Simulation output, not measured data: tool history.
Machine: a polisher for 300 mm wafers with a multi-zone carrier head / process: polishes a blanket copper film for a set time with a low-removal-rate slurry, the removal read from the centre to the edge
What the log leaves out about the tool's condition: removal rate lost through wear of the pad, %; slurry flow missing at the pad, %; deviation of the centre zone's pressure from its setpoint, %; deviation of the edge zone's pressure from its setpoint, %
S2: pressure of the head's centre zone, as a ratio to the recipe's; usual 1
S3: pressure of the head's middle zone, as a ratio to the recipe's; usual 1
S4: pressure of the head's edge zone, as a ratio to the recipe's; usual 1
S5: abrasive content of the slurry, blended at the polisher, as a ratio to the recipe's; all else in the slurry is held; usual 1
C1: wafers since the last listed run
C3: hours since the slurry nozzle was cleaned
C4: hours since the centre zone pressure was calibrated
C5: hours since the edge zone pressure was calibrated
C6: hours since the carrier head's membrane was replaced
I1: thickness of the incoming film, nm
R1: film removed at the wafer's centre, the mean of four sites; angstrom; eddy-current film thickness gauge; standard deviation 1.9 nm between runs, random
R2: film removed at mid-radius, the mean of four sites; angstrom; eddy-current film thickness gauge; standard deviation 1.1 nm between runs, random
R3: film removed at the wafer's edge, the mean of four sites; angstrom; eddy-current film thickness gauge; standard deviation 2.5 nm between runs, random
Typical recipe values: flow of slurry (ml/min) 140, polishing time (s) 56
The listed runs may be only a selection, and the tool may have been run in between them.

{"run": 1, "hour": 0.0, "flow of slurry (ml/min)": 140, "S2": 1, "S3": 1, "S4": 1, "S5": 1, "polishing time (s)": 56, "C1": 0, "wafers polished on this pad": 1438, "C3": 183.7, "C4": 511, "C5": 141.3, "C6": 359.7, "I1": 949.9, "R1": 1666, "R2": 1745, "R3": 1748}
{"run": 2, "hour": 62.0, "flow of slurry (ml/min)": 140, "S2": 1, "S3": 1, "S4": 1, "S5": 1, "polishing time (s)": 56, "C1": 726, "wafers polished on this pad": 2165, "C3": 245.7, "C4": 573, "C5": 203.3, "C6": 421.7, "I1": 937.5, "R1": 1705, "R2": 1730, "R3": 1761}
{"hour": 84.9, "done": "slurry nozzle cleaned"}
{"hour": 91.0, "done": "worn pad replaced by a new one"}
{"run": 3, "hour": 106.0, "flow of slurry (ml/min)": 140, "S2": 1, "S3": 1, "S4": 1, "S5": 0.85, "polishing time (s)": 56, "C1": 457, "wafers polished on this pad": 175, "C3": 21.1, "C4": 617, "C5": 247.3, "C6": 465.7, "I1": 940.8, "R1": 1667, "R2": 1703, "R3": 1699}
{"hour": 119.0, "done": "carrier head's membrane replaced by a new one"}
{"run": 4, "hour": 175.2, "flow of slurry (ml/min)": 140, "S2": 1, "S3": 1, "S4": 1, "S5": 0.85, "polishing time (s)": 56, "C1": 752, "wafers polished on this pad": 928, "C3": 90.3, "C4": 686.2, "C5": 316.5, "C6": 56.2, "I1": 951.7, "R1": 1659, "R2": 1703, "R3": 1720}
{"run": 5, "hour": 216.9, "flow of slurry (ml/min)": 165, "S2": 1, "S3": 1, "S4": 1, "S5": 1, "polishing time (s)": 56, "C1": 488, "wafers polished on this pad": 1416, "C3": 132, "C4": 727.9, "C5": 358.2, "C6": 97.9, "I1": 950.9, "R1": 1768, "R2": 1795, "R3": 1794}
{"run": 6, "hour": 248.3, "flow of slurry (ml/min)": 165, "S2": 1, "S3": 1, "S4": 1, "S5": 1, "polishing time (s)": 56, "C1": 368, "wafers polished on this pad": 1784, "C3": 163.4, "C4": 759.3, "C5": 389.6, "C6": 129.3, "I1": 955, "R1": 1711, "R2": 1757, "R3": 1787}
{"hour": 299.9, "done": "slurry nozzle cleaned"}
{"run": 7, "hour": 315.5, "flow of slurry (ml/min)": 140, "S2": 1, "S3": 1, "S4": 1, "S5": 1.2, "polishing time (s)": 56, "C1": 776, "wafers polished on this pad": 2561, "C3": 15.6, "C4": 826.5, "C5": 456.8, "C6": 196.5, "I1": 943.5, "R1": 1723, "R2": 1771, "R3": 1777}
{"hour": 327.7, "done": "worn pad replaced by a new one"}
{"run": 8, "hour": 346.0, "flow of slurry (ml/min)": 155, "S2": 0.94, "S3": 1, "S4": 1, "S5": 1, "polishing time (s)": 56, "C1": 310, "wafers polished on this pad": 214, "C3": 46.1, "C4": 857, "C5": 487.3, "C6": 227, "I1": 947.6, "R1": 1645, "R2": 1775, "R3": 1747}
{"run": 9, "hour": 390.0, "flow of slurry (ml/min)": 140, "S2": 1, "S3": 1, "S4": 1, "S5": 1, "polishing time (s)": 56, "C1": 515, "wafers polished on this pad": 730, "C3": 90.1, "C4": 901, "C5": 531.3, "C6": 271, "I1": 943.3, "R1": 1697, "R2": 1725, "R3": 1822}
{"run": 10, "hour": 423.6, "flow of slurry (ml/min)": 170, "S2": 1, "S3": 1, "S4": 1, "S5": 1.15, "polishing time (s)": 47, "C1": 393, "wafers polished on this pad": 1124, "C3": 123.7, "C4": 934.6, "C5": 564.9, "C6": 304.6, "I1": 952.5, "R1": 1463, "R2": 1523, "R3": 1533}
{"run": 11, "hour": 490.2, "flow of slurry (ml/min)": 175, "S2": 1, "S3": 0.97, "S4": 1.1, "S5": 1, "polishing time (s)": 56, "C1": 780, "wafers polished on this pad": 1905, "C3": 190.3, "C4": 1001.2, "C5": 631.5, "C6": 371.2, "I1": 934.6, "R1": 1722, "R2": 1757, "R3": 1881}
{"run": 12, "hour": 528.4, "flow of slurry (ml/min)": 140, "S2": 1, "S3": 1, "S4": 1, "S5": 1, "polishing time (s)": 56, "C1": 447, "wafers polished on this pad": 2353, "C3": 228.5, "C4": 1039.4, "C5": 669.7, "C6": 409.4, "I1": 955.6, "R1": 1673, "R2": 1729, "R3": 1772}
{"hour": 542.1, "done": "edge zone pressure recalibrated"}
{"hour": 549.8, "done": "slurry nozzle cleaned"}
{"hour": 585.9, "done": "centre zone pressure recalibrated"}
{"run": 13, "hour": 586.4, "flow of slurry (ml/min)": 175, "S2": 1, "S3": 1.04, "S4": 1.06, "S5": 1, "polishing time (s)": 56, "C1": 621, "wafers polished on this pad": 2974, "C3": 36.6, "C4": 0.5, "C5": 44.3, "C6": 467.4, "I1": 941.5, "R1": 1827, "R2": 1835, "R3": 1860}
{"hour": 595.1, "done": "worn pad replaced by a new one"}
{"hour": 617.0, "done": "carrier head's membrane replaced by a new one"}
{"run": 14, "hour": 622.3, "flow of slurry (ml/min)": 140, "S2": 1, "S3": 1.09, "S4": 0.93, "S5": 1.15, "polishing time (s)": 38, "C1": 315, "wafers polished on this pad": 260, "C3": 72.5, "C4": 36.4, "C5": 80.2, "C6": 5.3, "I1": 947.7, "R1": 1197, "R2": 1269, "R3": 1163}
{"run": 15, "hour": 651.0, "flow of slurry (ml/min)": 140, "S2": 1, "S3": 1.04, "S4": 1, "S5": 1, "polishing time (s)": 56, "C1": 336, "wafers polished on this pad": 597, "C3": 101.2, "C4": 65.1, "C5": 108.9, "C6": 34, "I1": 944.7, "R1": 1752, "R2": 1803, "R3": 1758}
{"run": 16, "hour": 685.0, "flow of slurry (ml/min)": 140, "S2": 1, "S3": 1, "S4": 1.08, "S5": 1, "polishing time (s)": 56, "C1": 398, "wafers polished on this pad": 995, "C3": 135.2, "C4": 99.1, "C5": 142.9, "C6": 68, "I1": 961.3, "R1": 1763, "R2": 1738, "R3": 1797}
{"run": 17, "hour": 740.9, "flow of slurry (ml/min)": 140, "S2": 1, "S3": 1, "S4": 1, "S5": 1, "polishing time (s)": 56, "C1": 655, "wafers polished on this pad": 1651, "C3": 191.1, "C4": 155, "C5": 198.8, "C6": 123.9, "I1": 952.8, "R1": 1763, "R2": 1730, "R3": 1760}
{"hour": 774.3, "done": "slurry nozzle cleaned"}
{"hour": 834.5, "done": "worn pad replaced by a new one"}
{"run": 18, "hour": 917.5, "flow of slurry (ml/min)": 140, "S2": 1, "S3": 1, "S4": 1, "S5": 1, "polishing time (s)": 56, "C1": 2011, "wafers polished on this pad": 972, "C3": 143.2, "C4": 331.6, "C5": 375.4, "C6": 300.5, "I1": 942.1, "R1": 1717, "R2": 1736, "R3": 1717}
{"run": 19, "hour": 984.4, "flow of slurry (ml/min)": 140, "S2": 1, "S3": 1, "S4": 1, "S5": 1, "polishing time (s)": 48, "C1": 784, "wafers polished on this pad": 1756, "C3": 210.1, "C4": 398.5, "C5": 442.3, "C6": 367.4, "I1": 955.3, "R1": 1487, "R2": 1472, "R3": 1484}
{"run": 20, "hour": 1013.7, "flow of slurry (ml/min)": 140, "S2": 0.88, "S3": 1.04, "S4": 1, "S5": 0.75, "polishing time (s)": 56, "C1": 343, "wafers polished on this pad": 2100, "C3": 239.4, "C4": 427.8, "C5": 471.6, "C6": 396.7, "I1": 965.5, "R1": 1551, "R2": 1728, "R3": 1716}

Branching from run 20: 5 alternative next runs. What would each branch give?
{"run": "A", "hour": 1014.1, "flow of slurry (ml/min)": 140, "S2": 1, "S3": 1, "S4": 0.9, "S5": 1, "polishing time (s)": 56, "C1": 4, "wafers polished on this pad": 2104, "C3": 239.8, "C4": 428.2, "C5": 472, "C6": 397.1, "I1": 947.8, "R1": "?", "R2": "?", "R3": "?"}
{"run": "B", "hour": 1014.1, "flow of slurry (ml/min)": 140, "S2": 0.93, "S3": 1, "S4": 1, "S5": 0.75, "polishing time (s)": 75, "C1": 4, "wafers polished on this pad": 2104, "C3": 239.8, "C4": 428.2, "C5": 472, "C6": 397.1, "I1": 947.8, "R1": "?", "R2": "?", "R3": "?"}
{"run": "C", "hour": 1014.1, "flow of slurry (ml/min)": 115, "S2": 1, "S3": 1, "S4": 1.11, "S5": 0.8, "polishing time (s)": 64, "C1": 4, "wafers polished on this pad": 2104, "C3": 239.8, "C4": 428.2, "C5": 472, "C6": 397.1, "I1": 947.8, "R1": "?", "R2": "?", "R3": "?"}
{"run": "D", "hour": 1014.1, "flow of slurry (ml/min)": 140, "S2": 1, "S3": 1, "S4": 1.08, "S5": 0.85, "polishing time (s)": 56, "C1": 4, "wafers polished on this pad": 2104, "C3": 239.8, "C4": 428.2, "C5": 472, "C6": 397.1, "I1": 947.8, "R1": "?", "R2": "?", "R3": "?"}
{"run": "E", "hour": 1014.1, "flow of slurry (ml/min)": 140, "S2": 1.05, "S3": 1, "S4": 1, "S5": 1, "polishing time (s)": 56, "C1": 4, "wafers polished on this pad": 2104, "C3": 239.8, "C4": 428.2, "C5": 472, "C6": 397.1, "I1": 947.8, "R1": "?", "R2": "?", "R3": "?"}

run=A R1=1745 R2=1735 R3=1649
run=B R1=2175 R2=2249 R3=2247
run=C R1=1891 R2=1885 R3=1999
run=D R1=1712 R2=1701 R3=1766
run=E R1=1792 R2=1734 R3=1733
Stripped of hidden state, with their random variation kept, the same runs would have yielded:
run=A R1=1775 R2=1734 R3=1649
run=B R1=2214 R2=2249 R3=2247
run=C R1=1924 R2=1885 R3=1999
run=D R1=1742 R2=1701 R3=1766
run=E R1=1824 R2=1734 R3=1733
